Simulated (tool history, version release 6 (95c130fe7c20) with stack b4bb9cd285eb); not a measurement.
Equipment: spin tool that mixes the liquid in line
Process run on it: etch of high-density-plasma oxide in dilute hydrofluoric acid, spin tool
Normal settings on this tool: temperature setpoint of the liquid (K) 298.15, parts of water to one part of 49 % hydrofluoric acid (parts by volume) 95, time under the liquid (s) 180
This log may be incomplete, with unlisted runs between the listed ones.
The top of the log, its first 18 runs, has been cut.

run    hour  temperature setpoint of the liquid (K)  parts of water to one part of 49 % hydrofluoric acid (parts by volume)  time under the liquid (s)  wafers since the last listed run  hours since the thermometer was replaced  hours since the hydrofluoric acid flow meter was replaced  hours since the gauge calibration  read-back film thickness of the high-density-plasma oxide reference wafer, read on the same gauge (nm)  thickness taken off the high-density-plasma oxide on a monitor wafer (angstrom)
 19  1053.3                                  301.15                                                                      95                        260                               373                                    2547.7                                                      412.1                                 90                                                                                                  120.01                                                                            195.7
 20  1117.8                                  296.65                                                                     110                        180                               349                                    2612.2                                                      476.6                              154.5                                                                                                  120.01                                                                             95.9
 21  1157.1                                  298.15                                                                      95                        180                               212                                    2651.5                                                      515.9                              193.8                                                                                                  120.01                                                                              121
 22  1190.8                                  302.65                                                                     125                         75                               182                                    2685.2                                                      549.6                              227.5                                                                                                  120.02                                                                             43.6
 23  1238.4                                  295.65                                                                      95                        115                               257                                    2732.8                                                      597.2                              275.1                                                                                                  119.98                                                                             70.3
     1259.4  -- thermometer replaced
 24  1291.2                                  302.65                                                                     125                        230                               280                                      31.8                                                        650                              327.9                                                                                                  120.01                                                                            146.1
 25  1334.5                                  298.15                                                                      95                        180                               234                                      75.1                                                      693.3                              371.2                                                                                                  120.07                                                                              130
 26  1391.8                                  293.65                                                                     120                        130                               310                                     132.4                                                      750.6                              428.5                                                                                                  119.94                                                                             60.4
 27  1430.2                                  298.15                                                                      95                        180                               207                                     170.8                                                        789                              466.9                                                                                                  120.02                                                                            131.6
 28  1500.3                                  298.15                                                                     140                        245                               379                                     240.9                                                      859.1                                537                                                                                                     120                                                                            113.3
 29    1546                                  298.15                                                                      95                        180                               247                                     286.6                                                      904.8                              582.7                                                                                                  120.04                                                                            130.3
 30  1600.5                                  298.15                                                                      95                        180                               295                                     341.1                                                      959.3                              637.2                                                                                                  119.96                                                                            130.4
 31  1643.6                                  299.65                                                                      45                        150                               233                                     384.2                                                     1002.4                              680.3                                                                                                  120.02                                                                              261
 32  1679.3                                  302.15                                                                      80                        290                               193                                     419.9                                                     1038.1                                716                                                                                                  119.99                                                                            296.6
 33  1724.5                                  302.65                                                                     135                        180                               244                                     465.1                                                     1083.3                              761.2                                                                                                  120.01                                                                            103.2

Consider 3 possible next runs. They are alternatives, not a sequence: every one starts from the tool as it was left by run 33. What does each give?
  A  1725                                  298.15                                                                      95                        180                                 2                                     465.6                                                     1083.8                              761.7                                                                                                       ?                                                                                ?
  B  1725                                  298.15                                                                     125                        250                                 2                                     465.6                                                     1083.8                              761.7                                                                                                       ?                                                                                ?
  C  1725                                  296.65                                                                     120                        180                                 2                                     465.6                                                     1083.8                              761.7                                                                                                       ?                                                                                ?

run  read-back film thickness of the high-density-plasma oxide reference wafer, read on the same gauge (nm)  thickness taken off the high-density-plasma oxide on a monitor wafer (angstrom)
  A                                                                                                  119.97                                                                            129.1
  B                                                                                                  119.97                                                                            131.4
  C                                                                                                  119.97                                                                             93.5
Had the tool no hidden state, the same runs would have come out as:
run  thickness taken off the high-density-plasma oxide on a monitor wafer (angstrom)
  A                                                                            133.1
  B                                                                            135.3
  C                                                                             96.3
